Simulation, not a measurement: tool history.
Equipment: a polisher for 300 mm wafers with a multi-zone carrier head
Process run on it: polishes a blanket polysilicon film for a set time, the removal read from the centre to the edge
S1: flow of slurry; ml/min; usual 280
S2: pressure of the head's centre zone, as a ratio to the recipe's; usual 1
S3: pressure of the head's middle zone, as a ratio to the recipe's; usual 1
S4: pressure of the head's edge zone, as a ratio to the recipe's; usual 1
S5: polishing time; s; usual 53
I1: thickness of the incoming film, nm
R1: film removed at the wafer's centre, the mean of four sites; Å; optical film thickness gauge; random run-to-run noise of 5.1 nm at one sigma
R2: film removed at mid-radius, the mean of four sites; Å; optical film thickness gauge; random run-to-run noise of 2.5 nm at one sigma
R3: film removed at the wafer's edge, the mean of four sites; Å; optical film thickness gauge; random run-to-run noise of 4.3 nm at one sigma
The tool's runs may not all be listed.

| run | hour | S1 | S2 | S3 | S4 | S5 | I1 | R1 | R2 | R3 |
|---|---|---|---|---|---|---|---|---|---|---|
| 1 | 0 | 280 | 1.09 | 1 | 1 | 53 | 1078.7 | 4180 | 3925 | 4009 |
|  | 8.4 | edge zone pressure recalibrated |
| 2 | 10.1 | 280 | 1.09 | 1 | 1 | 53 | 1086.6 | 4258 | 3938 | 4031 |
| 3 | 25.3 | 280 | 1 | 1.07 | 0.92 | 53 | 1062.4 | 3932 | 4207 | 3851 |
|  | 30 | slurry nozzle cleaned |
| 4 | 40.3 | 350 | 1 | 0.92 | 1 | 53 | 1091.4 | 4100 | 3822 | 4043 |
| 5 | 48 | 280 | 1 | 1 | 1 | 53 | 1084.6 | 3903 | 3973 | 4052 |
| 6 | 63.4 | 280 | 1.09 | 1 | 1 | 53 | 1070.8 | 4286 | 3983 | 4014 |
| 7 | 70.6 | 215 | 1 | 1 | 0.95 | 53 | 1074.3 | 3750 | 3835 | 3849 |
| 8 | 83.7 | 215 | 1 | 0.9 | 0.92 | 62 | 1078.4 | 4373 | 4152 | 4401 |
|  | 89.2 | worn pad replaced by a new one |
|  | 103.9 | carrier head's membrane replaced by a new one |
| 9 | 104.4 | 280 | 1 | 1 | 1 | 67 | 1086.2 | 4915 | 5070 | 5069 |
| 10 | 114 | 280 | 0.93 | 1.04 | 1.09 | 69 | 1062.5 | 4739 | 5329 | 5550 |
| 11 | 126.5 | 360 | 1 | 1 | 0.93 | 61 | 1083 | 4629 | 4695 | 4610 |
| 12 | 137 | 280 | 1 | 1 | 1 | 53 | 1073.7 | 3868 | 3964 | 4052 |
| 13 | 148.6 | 280 | 1.05 | 1 | 1 | 53 | 1088.7 | 4060 | 3951 | 3988 |
| 14 | 158.2 | 250 | 1 | 0.89 | 1 | 36 | 1091.1 | 2615 | 2453 | 2678 |
| 15 | 175.2 | 280 | 1.05 | 0.95 | 0.95 | 53 | 1092.8 | 4111 | 3794 | 3935 |
| 16 | 183.6 | 280 | 1 | 1 | 1 | 53 | 1090.2 | 3879 | 3930 | 4056 |
| 17 | 197.7 | 280 | 1.09 | 1 | 1 | 53 | 1074.1 | 4185 | 3965 | 3999 |
|  | 205.9 | worn pad replaced by a new one |
| 18 | 206.4 | 280 | 1 | 1 | 1 | 63 | 1076.8 | 4613 | 4695 | 4734 |
| 19 | 219.1 | 280 | 1.06 | 1 | 1 | 53 | 1084.4 | 4127 | 3981 | 4115 |
| 20 | 225.9 | 280 | 0.92 | 0.89 | 1 | 53 | 1082.7 | 3532 | 3670 | 3956 |
| 21 | 237.1 | 335 | 0.89 | 1 | 0.94 | 64 | 1098.5 | 4276 | 4936 | 4784 |

What if the next run were any one of these 5? Each begins from the tool's condition after run 21:
| A | 237.5 | 280 | 1 | 0.91 | 1 | 53 | 1067.4 | ? | ? | ? |
| B | 237.5 | 240 | 1 | 1 | 0.88 | 53 | 1067.4 | ? | ? | ? |
| C | 237.5 | 250 | 1 | 1 | 1 | 53 | 1067.4 | ? | ? | ? |
| D | 237.5 | 280 | 1 | 0.95 | 0.93 | 42 | 1067.4 | ? | ? | ? |
| E | 237.5 | 280 | 1 | 0.95 | 1 | 59 | 1067.4 | ? | ? | ? |

| run | R1 | R2 | R3 |
|---|---|---|---|
| A | 3879 | 3671 | 4049 |
| B | 3799 | 3865 | 3755 |
| C | 3822 | 3885 | 4003 |
| D | 3074 | 3004 | 3099 |
| E | 4319 | 4220 | 4505 |
With the hidden condition removed and each run's random variation left untouched, the same runs would have given:
| run | R1 | R2 | R3 |
|---|---|---|---|
| A | 3879 | 3671 | 4049 |
| B | 3799 | 3865 | 3755 |
| C | 3822 | 3885 | 4003 |
| D | 3074 | 3004 | 3099 |
| E | 4319 | 4220 | 4505 |
